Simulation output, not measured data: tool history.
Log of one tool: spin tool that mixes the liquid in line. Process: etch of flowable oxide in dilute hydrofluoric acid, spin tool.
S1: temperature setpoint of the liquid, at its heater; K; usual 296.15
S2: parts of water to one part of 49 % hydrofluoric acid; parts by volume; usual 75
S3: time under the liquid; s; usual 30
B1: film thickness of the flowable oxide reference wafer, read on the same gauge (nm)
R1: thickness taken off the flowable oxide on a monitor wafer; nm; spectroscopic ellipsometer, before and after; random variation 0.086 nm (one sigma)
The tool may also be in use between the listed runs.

Run 1, hour 0.0: usual settings; B1 149.98. Result: R1 15.17 nm.
Run 2, hour 26.3: usual settings; B1 149.98. Result: R1 15.22 nm.
Run 3, hour 123.2: usual settings; B1 149.99. Result: R1 15.25 nm.
Run 4, hour 149.0: usual settings but S1 292.15 K, S3 20 s; B1 149.99. Result: R1 8.58 nm.
Run 5, hour 172.9: usual settings but S1 292.15 K, S3 20 s; B1 150.01. Result: R1 8.71 nm.
Run 6, hour 263.7: usual settings but S1 292.15 K, S3 20 s; B1 149.99. Result: R1 8.71 nm.
Run 7, hour 286.7: usual settings but S1 299.65 K, S2 105 parts by volume; B1 150.04. Result: R1 12.18 nm.
Run 8, hour 320.1: usual settings but S1 293.15 K; B1 150.01. Result: R1 13.48 nm.
Run 9, hour 342.6: usual settings; B1 150.01. Result: R1 15.44 nm.
Run 10, hour 370.1: usual settings; B1 150.00. Result: R1 15.49 nm.
Run 11, hour 388.8: usual settings; B1 149.97. Result: R1 15.33 nm.
Run 12, hour 422.3: usual settings but S1 294.65 K; B1 150.00. Result: R1 14.54 nm.
Run 13, hour 444.3: usual settings but S1 294.65 K; B1 150.03. Result: R1 14.61 nm.
Run 14, hour 460.0: usual settings but S1 295.15 K; B1 150.01. Result: R1 14.68 nm.
Run 15, hour 478.2: usual settings but S1 300.15 K; B1 150.00. Result: R1 18.20 nm.
Run 16, hour 504.6: usual settings; B1 150.00. Result: R1 15.49 nm.
Run 17, hour 526.4: usual settings; B1 150.03. Result: R1 15.33 nm.
Run 18, hour 560.0: usual settings but S3 45 s; B1 149.99. Result: R1 23.46 nm.
Run 19, hour 578.4: usual settings but S2 65 parts by volume, S3 15 s; B1 149.99. Result: R1 9.20 nm.
Run 20, hour 607.2: usual settings but S1 292.65 K, S2 45 parts by volume, S3 15 s; B1 149.97. Result: R1 11.78 nm.
At hour 621.5: hydrofluoric acid flow meter replaced.
Run 21, hour 624.4: usual settings but S2 110 parts by volume; B1 150.02. Result: R1 10.26 nm.
Run 22, hour 638.3: usual settings but S3 20 s; B1 150.04. Result: R1 10.36 nm.
Run 23, hour 660.8: usual settings but S1 294.65 K, S2 90 parts by volume, S3 35 s; B1 149.99. Result: R1 14.02 nm.
At hour 679.2: thermometer replaced.
Run 24, hour 689.0: usual settings; B1 149.99. Result: R1 14.18 nm.
At hour 698.8: gauge calibrated.
Run 25, hour 710.8: usual settings but S1 298.15 K, S3 35 s; B1 150.03. Result: R1 17.92 nm.
Run 26, hour 739.8: usual settings but S1 301.15 K, S2 55 parts by volume, S3 15 s; B1 150.01. Result: R1 12.20 nm.
Run 27, hour 770.8: usual settings; B1 150.01. Result: R1 14.20 nm.
Run 28, hour 791.3: usual settings but S1 300.15 K, S2 40 parts by volume, S3 35 s; B1 150.00. Result: R1 38.51 nm.
Run 29, hour 820.8: usual settings but S1 291.15 K, S2 105 parts by volume, S3 35 s; B1 150.00. Result: R1 9.33 nm.
Run 30, hour 852.7: usual settings but S1 300.15 K, S2 100 parts by volume, S3 35 s; B1 149.98. Result: R1 14.14 nm.
Run 31, hour 879.6: usual settings but S1 299.15 K, S2 85 parts by volume; B1 150.02. Result: R1 13.91 nm.
Run 32, hour 904.7: usual settings but S1 298.15 K, S2 55 parts by volume, S3 15 s; B1 149.99. Result: R1 10.92 nm.
Run 33, hour 927.6: usual settings but S3 15 s; B1 150.01. Result: R1 7.18 nm.

5 ways to go on from here, each from the tool as it stands after run 33. What would each give?
Run A, hour 928.0: usual settings but S2 40 parts by volume; B1 ?. Result: R1 ?.
Run B, hour 928.0: usual settings but S1 292.15 K, S2 110 parts by volume, S3 25 s; B1 ?. Result: R1 ?.
Run C, hour 928.0: usual settings but S2 100 parts by volume, S3 45 s; B1 ?. Result: R1 ?.
Run D, hour 928.0: usual settings but S1 293.65 K, S2 110 parts by volume, S3 15 s; B1 ?. Result: R1 ?.
Run E, hour 928.0: usual settings but S1 294.65 K, S2 95 parts by volume, S3 15 s; B1 ?. Result: R1 ?.

run      B1     R1
  A  149.99  27.97
  B  149.99   6.60
  C  149.99  15.55
  D  149.99   4.21
  E  149.99   5.17
Without the tool's hidden state the same runs would have given:
run     R1
  A  27.37
  B   6.47
  C  15.23
  D   4.12
  E   5.06
